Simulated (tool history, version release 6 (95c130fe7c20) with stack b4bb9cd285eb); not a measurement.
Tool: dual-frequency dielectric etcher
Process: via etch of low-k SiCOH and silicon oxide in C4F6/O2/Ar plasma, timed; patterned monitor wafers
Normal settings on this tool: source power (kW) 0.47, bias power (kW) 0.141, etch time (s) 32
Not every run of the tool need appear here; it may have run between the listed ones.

run,hour,source power (kW),bias power (kW),etch time (s),wafers since the last listed run,hours since the last wet clean,hours since the last source power generator calibration,hours since the last bias power generator calibration,hours since the last upper electrode change,hours since the gauge calibration,"read-back reference wafer on the same gauge, depth_nm",mean etch depth across the wafer (nm)
1,0,0.47,0.141,32,0,91.1,136.4,16.6,5922.6,1134.8,60.1,73.3
2,34.3,0.47,0.141,32,400,125.4,170.7,50.9,5956.9,1169.1,60.3,73.8
3,60.8,0.47,0.141,35.5,309,151.9,197.2,77.4,5983.4,1195.6,60.2,81.8
4,125.4,0.47,0.131,32,754,216.5,261.8,142,6048,1260.2,60.2,72.7
5,273.9,0.47,0.121,29,1734,365,410.3,290.5,6196.5,1408.7,60.2,65.2
6,341.3,0.47,0.168,24.5,787,432.4,477.7,357.9,6263.9,1476.1,60.2,61
# hour 443.7: wet clean of the chamber
7,522.7,0.47,0.141,32,1838,79,659.1,539.3,6445.3,1657.5,60.2,72.5
# hour 582.6: upper electrode replaced
8,583.1,0.47,0.141,32,425,139.4,719.5,599.7,0.5,1717.9,60.2,73.1
9,623.7,0.58,0.11,26.5,474,180,760.1,640.3,41.1,1758.5,60.2,63.7
10,665.8,0.54,0.119,32,491,222.1,802.2,682.4,83.2,1800.6,60.1,76.3
11,728.2,0.55,0.168,29.5,728,284.5,864.6,744.8,145.6,1863,60.2,78.8
12,789.5,0.38,0.163,28.5,716,345.8,925.9,806.1,206.9,1924.3,60.2,61.5
13,815.6,0.47,0.141,32,304,371.9,952,832.2,233,1950.4,60.3,75
14,862.7,0.41,0.124,32,550,419,999.1,879.3,280.1,1997.5,60.2,67.3
# hour 923.9: gauge calibrated
# hour 929.6: wet clean of the chamber
15,933.6,0.38,0.153,26.5,547,4,1070,950.2,351,9.7,60.2,55
16,963.2,0.47,0.141,26,345,33.6,1099.6,979.8,380.6,39.3,60.2,59.5
17,991,0.47,0.141,32,324,61.4,1127.4,1007.6,408.4,67.1,60.2,72.8
18,1026.8,0.41,0.141,25.5,418,97.2,1163.2,1043.4,444.2,102.9,60.2,53.9
19,1053.1,0.47,0.141,32,307,123.5,1189.5,1069.7,470.5,129.2,60.2,74.1
20,1105,0.53,0.118,32,606,175.4,1241.4,1121.6,522.4,181.1,60.2,74.8
21,1134.4,0.39,0.132,39,343,204.8,1270.8,1151,551.8,210.5,60.2,79.3
22,1173.2,0.39,0.163,38,453,243.6,1309.6,1189.8,590.6,249.3,60.2,82.5
23,1208.2,0.54,0.141,40,408,278.6,1344.6,1224.8,625.6,284.3,60.2,99.9
24,1238.4,0.47,0.152,26.5,352,308.8,1374.8,1255,655.8,314.5,60.2,63.5
25,1285,0.41,0.165,32,544,355.4,1421.4,1301.6,702.4,361.1,60.2,72.5
26,1334.1,0.47,0.141,32,573,404.5,1470.5,1350.7,751.5,410.2,60.1,76.1
27,1404.4,0.59,0.156,40.5,821,474.8,1540.8,1421,821.8,480.5,60.3,111.8
# hour 1428.2: bias power generator calibrated
28,1473.1,0.47,0.129,32,755,543.5,1609.5,44.9,890.5,549.2,60.2,74.3
29,1502,0.57,0.141,32,337,572.4,1638.4,73.8,919.4,578.1,60.2,85.5
# hour 1534.9: wet clean of the chamber
30,1545,0.47,0.141,32,221,10.1,1681.4,116.8,962.4,621.1,60.2,72.7

Some steps in mean etch depth across the wafer (nm), run to run, broken into two amounts with sign: the step expected even without the hidden condition (settings, incoming material, random variation), and the rest, left for the hidden condition together with whatever gauge scatter is not in both the measured and the hidden-condition-free result:
Unlogged tool condition in this case: etch rate over this chamber's usual, %; source power that arrives over what is set, %; bias power that arrives over what is set, %; gauge reads high (%).
Run 14 -> 15: source power (kW) 0.41 -> 0.38, bias power (kW) 0.124 -> 0.153, etch time (s) 32 -> 26.5, gauge calibrated, wet clean of the chamber. mean etch depth across the wafer (nm) -12.3: hidden state -2.7, all else -9.6.
Run 23 -> 24: source power (kW) 0.54 -> 0.47, bias power (kW) 0.141 -> 0.152, etch time (s) 40 -> 26.5. mean etch depth across the wafer (nm) -36.4: hidden state -0.8, all else -35.6.
Run 26 -> 27: source power (kW) 0.47 -> 0.59, bias power (kW) 0.141 -> 0.156, etch time (s) 32 -> 40.5. mean etch depth across the wafer (nm) +35.7: hidden state +2.2, all else +33.5.
Run 27 -> 28: source power (kW) 0.59 -> 0.47, bias power (kW) 0.156 -> 0.129, etch time (s) 40.5 -> 32, bias power generator calibrated. mean etch depth across the wafer (nm) -37.5: hidden state -1.3, all else -36.2.
Run 29 -> 30: source power (kW) 0.57 -> 0.47, wet clean of the chamber. mean etch depth across the wafer (nm) -12.8: hidden state -4.4, all else -8.4.
